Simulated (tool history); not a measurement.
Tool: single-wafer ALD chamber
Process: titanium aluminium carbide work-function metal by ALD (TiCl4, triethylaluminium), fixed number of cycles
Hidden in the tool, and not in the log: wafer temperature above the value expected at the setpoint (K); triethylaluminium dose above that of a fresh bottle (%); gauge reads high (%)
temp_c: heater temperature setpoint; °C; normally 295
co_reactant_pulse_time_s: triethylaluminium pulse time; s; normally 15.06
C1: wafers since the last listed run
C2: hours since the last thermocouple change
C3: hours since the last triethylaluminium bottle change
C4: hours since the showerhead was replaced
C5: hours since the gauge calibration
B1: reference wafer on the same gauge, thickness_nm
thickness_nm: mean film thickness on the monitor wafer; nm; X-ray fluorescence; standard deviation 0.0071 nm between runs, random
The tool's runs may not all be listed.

Run 1, hour 0.0: usual settings; C1 0; C2 714.3; C3 23.9; C4 6026.4; C5 545.5; B1 1.889. Result: thickness_nm 1.864 nm.
Run 2, hour 51.0: usual settings; C1 410; C2 765.3; C3 74.9; C4 6077.4; C5 596.5; B1 1.887. Result: thickness_nm 1.866 nm.
Run 3, hour 158.0: usual settings but temp_c 287 °C; C1 860; C2 872.3; C3 181.9; C4 6184.4; C5 703.5; B1 1.889. Result: thickness_nm 1.801 nm.
Run 4, hour 250.9: usual settings but temp_c 287 °C; C1 747; C2 965.2; C3 274.8; C4 6277.3; C5 796.4; B1 1.892. Result: thickness_nm 1.793 nm.
Run 5, hour 322.9: usual settings but temp_c 287 °C; C1 579; C2 1037.2; C3 346.8; C4 6349.3; C5 868.4; B1 1.886. Result: thickness_nm 1.806 nm.
Run 6, hour 388.6: usual settings but co_reactant_pulse_time_s 12.22 s; C1 528; C2 1102.9; C3 412.5; C4 6415.0; C5 934.1; B1 1.892. Result: thickness_nm 1.825 nm.
Run 7, hour 428.2: usual settings but co_reactant_pulse_time_s 11.86 s; C1 318; C2 1142.5; C3 452.1; C4 6454.6; C5 973.7; B1 1.886. Result: thickness_nm 1.800 nm.
At hour 468.7: showerhead replaced.
Run 8, hour 510.0: usual settings but co_reactant_pulse_time_s 11.86 s; C1 593; C2 1224.3; C3 533.9; C4 41.3; C5 1055.5; B1 1.888. Result: thickness_nm 1.816 nm.
Run 9, hour 558.4: usual settings; C1 389; C2 1272.7; C3 582.3; C4 89.7; C5 1103.9; B1 1.890. Result: thickness_nm 1.890 nm.
At hour 621.2: thermocouple changed; heater temperature recalibrated.
Run 10, hour 650.6: usual settings but co_reactant_pulse_time_s 19.32 s; C1 677; C2 29.4; C3 674.5; C4 181.9; C5 1196.1; B1 1.888. Result: thickness_nm 1.857 nm.
Run 11, hour 698.8: usual settings but temp_c 288 °C; C1 387; C2 77.6; C3 722.7; C4 230.1; C5 1244.3; B1 1.890. Result: thickness_nm 1.766 nm.
Run 12, hour 776.2: usual settings but temp_c 282 °C, co_reactant_pulse_time_s 17.95 s; C1 622; C2 155.0; C3 800.1; C4 307.5; C5 1321.7; B1 1.894. Result: thickness_nm 1.731 nm.
At hour 872.0: gauge calibrated.
Run 13, hour 880.2: usual settings but temp_c 306 °C, co_reactant_pulse_time_s 10.97 s; C1 836; C2 259.0; C3 904.1; C4 411.5; C5 8.2; B1 1.893. Result: thickness_nm 1.769 nm.
Run 14, hour 961.0: usual settings but temp_c 291 °C, co_reactant_pulse_time_s 11.86 s; C1 650; C2 339.8; C3 984.9; C4 492.3; C5 89.0; B1 1.890. Result: thickness_nm 1.693 nm.
Run 15, hour 1058.5: usual settings; C1 784; C2 437.3; C3 1082.4; C4 589.8; C5 186.5; B1 1.891. Result: thickness_nm 1.825 nm.
At hour 1094.2: triethylaluminium bottle replaced.
Run 16, hour 1133.8: usual settings but co_reactant_pulse_time_s 12.22 s; C1 541; C2 512.6; C3 39.6; C4 665.1; C5 261.8; B1 1.891. Result: thickness_nm 1.811 nm.
Run 17, hour 1197.6: usual settings but temp_c 286 °C; C1 513; C2 576.4; C3 103.4; C4 728.9; C5 325.6; B1 1.890. Result: thickness_nm 1.769 nm.
Run 18, hour 1240.6: usual settings but temp_c 290 °C, co_reactant_pulse_time_s 17.10 s; C1 345; C2 619.4; C3 146.4; C4 771.9; C5 368.6; B1 1.890. Result: thickness_nm 1.827 nm.
Run 19, hour 1308.2: usual settings but temp_c 303 °C, co_reactant_pulse_time_s 18.62 s; C1 543; C2 687.0; C3 214.0; C4 839.5; C5 436.2; B1 1.889. Result: thickness_nm 1.956 nm.
Run 20, hour 1379.7: usual settings but co_reactant_pulse_time_s 11.63 s; C1 575; C2 758.5; C3 285.5; C4 911.0; C5 507.7; B1 1.889. Result: thickness_nm 1.798 nm.
Run 21, hour 1483.4: usual settings but co_reactant_pulse_time_s 9.32 s; C1 834; C2 862.2; C3 389.2; C4 1014.7; C5 611.4; B1 1.889. Result: thickness_nm 1.560 nm.

Run by run, hidden condition taken away, random variation retained:
run  thickness_nm
  1         1.854
  2         1.854
  3         1.785
  4         1.772
  5         1.781
  6         1.805
  7         1.782
  8         1.796
  9         1.852
 10         1.863
 11         1.778
 12         1.738
 13         1.844
 14         1.755
 15         1.848
 16         1.808
 17         1.765
 18         1.821
 19         1.947
 20         1.791
 21         1.561
